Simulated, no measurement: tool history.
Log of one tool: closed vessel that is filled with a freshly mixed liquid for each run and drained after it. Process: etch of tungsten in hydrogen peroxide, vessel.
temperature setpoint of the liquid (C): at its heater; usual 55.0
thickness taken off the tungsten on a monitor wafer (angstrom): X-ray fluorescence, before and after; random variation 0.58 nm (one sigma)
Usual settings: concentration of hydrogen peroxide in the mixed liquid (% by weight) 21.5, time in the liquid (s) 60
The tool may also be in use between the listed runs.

run   hour  temperature setpoint of the liquid (C)  concentration of hydrogen peroxide in the mixed liquid (% by weight)  time in the liquid (s)  wafers since the last listed run  hours since the thermometer was replaced  hours since the peroxide flow meter was replaced  hours since the drum of peroxide was connected  hours since the gauge calibration  read-back film thickness of the tungsten reference wafer, read on the same gauge (nm)  thickness taken off the tungsten on a monitor wafer (angstrom)
  1    0.0                                    55.0                                                                  21.5                      60                                 0                                    1025.4                                             726.8                                            69.6                               82.4                                                                                  90.01                                                           703.4
  2   27.2                                    55.0                                                                  21.5                      60                              2035                                    1052.6                                             754.0                                            96.8                              109.6                                                                                  89.99                                                           708.0
  3   42.6                                    55.0                                                                  21.5                      60                              1152                                    1068.0                                             769.4                                           112.2                              125.0                                                                                  90.00                                                           704.3
  4   75.6                                    55.0                                                                  21.5                      60                              2469                                    1101.0                                             802.4                                           145.2                              158.0                                                                                  90.00                                                           716.8
  5  148.4                                    55.0                                                                  21.5                      60                              5447                                    1173.8                                             875.2                                           218.0                              230.8                                                                                  90.01                                                           691.5
  6  175.7                                    55.0                                                                  21.5                      60                              2042                                    1201.1                                             902.5                                           245.3                              258.1                                                                                  90.00                                                           705.4
  7  194.0                                    55.0                                                                  21.5                      60                              1369                                    1219.4                                             920.8                                           263.6                              276.4                                                                                  90.00                                                           706.2
  8  221.7                                    51.5                                                                  21.5                      60                              2072                                    1247.1                                             948.5                                           291.3                              304.1                                                                                  90.01                                                           576.0
  9  251.9                                    55.0                                                                  21.5                      45                              2259                                    1277.3                                             978.7                                           321.5                              334.3                                                                                  90.01                                                           530.9
 10  287.8                                    55.0                                                                  21.5                      60                              2686                                    1313.2                                            1014.6                                           357.4                              370.2                                                                                  90.01                                                           712.9
     302.6  -- thermometer replaced
 11  303.1                                    55.0                                                                  21.5                      60                              1070                                       0.5                                            1029.9                                           372.7                              385.5                                                                                  90.00                                                           714.1
 12  322.4                                    55.0                                                                  27.5                      60                              1444                                      19.8                                            1049.2                                           392.0                              404.8                                                                                  90.01                                                           793.9
     401.6  -- peroxide flow meter replaced
 13  414.9                                    63.5                                                                  15.5                      60                              6846                                     112.3                                              13.3                                           484.5                              497.3                                                                                  89.99                                                           965.6
     424.5  -- gauge calibrated
 14  440.8                                    52.0                                                                  21.5                      60                              1937                                     138.2                                              39.2                                           510.4                               16.3                                                                                  90.00                                                           586.4
 15  454.2                                    59.0                                                                  21.5                      40                              1002                                     151.6                                              52.6                                           523.8                               29.7                                                                                  90.02                                                           594.2
 16  468.4                                    55.0                                                                  19.0                      60                              1062                                     165.8                                              66.8                                           538.0                               43.9                                                                                  90.00                                                           662.9
     492.9  -- new drum of peroxide connected
 17  499.2                                    59.0                                                                  21.5                      30                              2229                                     196.6                                              97.6                                             6.3                               74.7                                                                                  90.01                                                           444.4
 18  533.2                                    55.0                                                                  18.0                      35                              2544                                     230.6                                             131.6                                            40.3                              108.7                                                                                  89.99                                                           375.3
 19  562.7                                    45.0                                                                  15.0                      30                              2207                                     260.1                                             161.1                                            69.8                              138.2                                                                                  90.00                                                           158.7
 20  588.9                                    55.0                                                                  21.5                      60                              1960                                     286.3                                             187.3                                            96.0                              164.4                                                                                  90.00                                                           698.2
 21  601.9                                    60.5                                                                  26.5                      90                               972                                     299.3                                             200.3                                           109.0                              177.4                                                                                  89.99                                                          1608.3
 22  622.2                                    55.0                                                                  21.5                      60                              1518                                     319.6                                             220.6                                           129.3                              197.7                                                                                  90.00                                                           700.5

Forecast each of these 4 alternatives for the next run:
  A  622.9                                    55.0                                                                  21.5                      60                                52                                     320.3                                             221.3                                           130.0                              198.4                                                                                      ?                                                               ?
  B  622.9                                    62.5                                                                  21.5                      40                                52                                     320.3                                             221.3                                           130.0                              198.4                                                                                      ?                                                               ?
  C  622.9                                    52.0                                                                  18.0                      50                                52                                     320.3                                             221.3                                           130.0                              198.4                                                                                      ?                                                               ?
  D  622.9                                    55.0                                                                  18.0                      60                                52                                     320.3                                             221.3                                           130.0                              198.4                                                                                      ?                                                               ?

run  read-back film thickness of the tungsten reference wafer, read on the same gauge (nm)  thickness taken off the tungsten on a monitor wafer (angstrom)
  A                                                                                  90.00                                                           705.2
  B                                                                                  90.00                                                           726.0
  C                                                                                  90.00                                                           449.4
  D                                                                                  90.00                                                           645.2
Without the tool's hidden state the same runs would have given:
run  thickness taken off the tungsten on a monitor wafer (angstrom)
  A                                                           705.2
  B                                                           726.0
  C                                                           449.4
  D                                                           645.2
